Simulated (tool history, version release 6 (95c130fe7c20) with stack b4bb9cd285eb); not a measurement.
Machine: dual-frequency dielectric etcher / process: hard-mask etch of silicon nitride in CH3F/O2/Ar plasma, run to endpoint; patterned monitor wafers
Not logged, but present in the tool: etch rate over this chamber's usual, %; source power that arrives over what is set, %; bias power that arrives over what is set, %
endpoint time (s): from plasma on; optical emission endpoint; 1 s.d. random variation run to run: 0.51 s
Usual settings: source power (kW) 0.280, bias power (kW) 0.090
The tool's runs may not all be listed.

run      day  source power (kW)  bias power (kW)  wafers since the last listed run  hours since the last wet clean  hours since the last source power generator calibration  hours since the last bias power generator calibration  hours since the last upper electrode change  incoming incoming film thickness, nm  endpoint time (s)
  1    0.000              0.280            0.098                                 0                            45.5                                                   2405.7                                                 1105.5                                       4464.0                                 36.16               58.2
  2    2.933              0.280            0.098                               663                           115.9                                                   2476.1                                                 1175.9                                       4534.4                                 36.18               58.6
  3    4.571              0.280            0.107                               370                           155.2                                                   2515.4                                                 1215.2                                       4573.7                                 36.07               56.2
  4    7.638              0.300            0.098                               693                           228.8                                                   2589.0                                                 1288.8                                       4647.3                                 35.93               56.5
  5   10.675              0.280            0.090                               686                           301.7                                                   2661.9                                                 1361.7                                       4720.2                                 35.99               58.2
  6   13.117              0.280            0.090                               552                           360.3                                                   2720.5                                                 1420.3                                       4778.8                                 36.38               59.2
  7   17.412              0.280            0.090                               971                           463.4                                                   2823.6                                                 1523.4                                       4881.9                                 36.12               58.8
  8   19.342              0.280            0.090                               436                           509.7                                                   2869.9                                                 1569.7                                       4928.2                                 35.86               58.0
  9   20.904              0.330            0.090                               353                           547.2                                                   2907.4                                                 1607.2                                       4965.7                                 35.98               55.0
 10   23.229              0.330            0.090                               525                           603.0                                                   2963.2                                                 1663.0                                       5021.5                                 36.24               55.4
      25.300  -- wet clean of the chamber
 11   26.917              0.280            0.090                               607                            38.8                                                   3051.7                                                 1751.5                                       5110.0                                 36.05               64.8
 12   30.092              0.280            0.090                               717                           115.0                                                   3127.9                                                 1827.7                                       5186.2                                 35.87               63.9
 13   31.967              0.280            0.090                               423                           160.0                                                   3172.9                                                 1872.7                                       5231.2                                 36.07               64.4
 14   35.333              0.280            0.090                               761                           240.8                                                   3253.7                                                 1953.5                                       5312.0                                 36.38               63.4
      39.454  -- upper electrode replaced
 15   39.475              0.280            0.083                               710                           340.2                                                   3353.1                                                 2052.9                                          0.5                                 35.93               64.6
      41.004  -- source power generator calibrated
 16   43.017              0.280            0.090                               763                           425.2                                                     48.3                                                 2137.9                                         85.5                                 35.98               62.8
 17   47.146              0.250            0.079                               933                           524.3                                                    147.4                                                 2237.0                                        184.6                                 35.63               68.1
      50.933  -- wet clean of the chamber, repeated, since the last time left the tool worse
 18   51.004              0.310            0.103                               646                             1.7                                                    240.0                                                 2329.6                                        277.2                                 36.07               55.7
 19   55.233              0.260            0.111                               956                           103.2                                                    341.5                                                 2431.1                                        378.7                                 35.90               57.5
      59.450  -- bias power generator calibrated
 20   62.775              0.260            0.097                              1667                           284.2                                                    522.5                                                   79.8                                        559.7                                 35.91               59.8
 21   64.846              0.250            0.107                               468                           333.9                                                    572.2                                                  129.5                                        609.4                                 35.94               57.6
 22   67.733              0.280            0.112                               652                           403.2                                                    641.5                                                  198.8                                        678.7                                 35.82               54.1
 23   69.908              0.260            0.090                               491                           455.4                                                    693.7                                                  251.0                                        730.9                                 36.06               60.9
 24   71.600              0.230            0.090                               382                           496.0                                                    734.3                                                  291.6                                        771.5                                 36.07               63.4
 25   74.629              0.350            0.090                               684                           568.7                                                    807.0                                                  364.3                                        844.2                                 35.45               52.7
      76.500  -- wet clean of the chamber
 26   78.296              0.280            0.100                               602                            43.1                                                    895.0                                                  452.3                                        932.2                                 36.20               58.6
 27   82.112              0.330            0.079                               862                           134.7                                                    986.6                                                  543.9                                       1023.8                                 35.98               59.0
 28   85.004              0.280            0.090                               653                           204.1                                                   1056.0                                                  613.3                                       1093.2                                 36.26               59.7
 29   87.412              0.280            0.078                               544                           261.9                                                   1113.8                                                  671.1                                       1151.0                                 36.36               62.6
 30   89.608              0.310            0.072                               496                           314.6                                                   1166.5                                                  723.8                                       1203.7                                 35.95               61.8
 31   92.404              0.230            0.097                               632                           381.7                                                   1233.6                                                  790.9                                       1270.8                                 35.95               62.7
 32   96.262              0.340            0.104                               872                           474.3                                                   1326.2                                                  883.5                                       1363.4                                 35.65               51.2
 33   98.488              0.330            0.090                               503                           527.7                                                   1379.6                                                  936.9                                       1416.8                                 35.80               55.0
     101.575  -- wet clean of the chamber
 34  102.100              0.350            0.103                               590                            12.6                                                   1466.3                                                 1023.6                                       1503.5                                 35.88               52.7
 35  105.371              0.260            0.097                               739                            91.1                                                   1544.8                                                 1102.1                                       1582.0                                 36.21               60.1
 36  108.079              0.280            0.090                               612                           156.1                                                   1609.8                                                 1167.1                                       1647.0                                 35.93               59.6

Forecast each of these 3 alternatives for the next run:
  A  108.096              0.280            0.082                                 3                           156.5                                                   1610.2                                                 1167.5                                       1647.4                                 35.71                  ?
  B  108.096              0.350            0.097                                 3                           156.5                                                   1610.2                                                 1167.5                                       1647.4                                 35.71                  ?
  C  108.096              0.330            0.099                                 3                           156.5                                                   1610.2                                                 1167.5                                       1647.4                                 35.71                  ?

run  endpoint time (s)
  A               60.4
  B               52.3
  C               53.2
With no hidden state in the tool, these same runs would have given:
run  endpoint time (s)
  A               61.2
  B               53.0
  C               53.9

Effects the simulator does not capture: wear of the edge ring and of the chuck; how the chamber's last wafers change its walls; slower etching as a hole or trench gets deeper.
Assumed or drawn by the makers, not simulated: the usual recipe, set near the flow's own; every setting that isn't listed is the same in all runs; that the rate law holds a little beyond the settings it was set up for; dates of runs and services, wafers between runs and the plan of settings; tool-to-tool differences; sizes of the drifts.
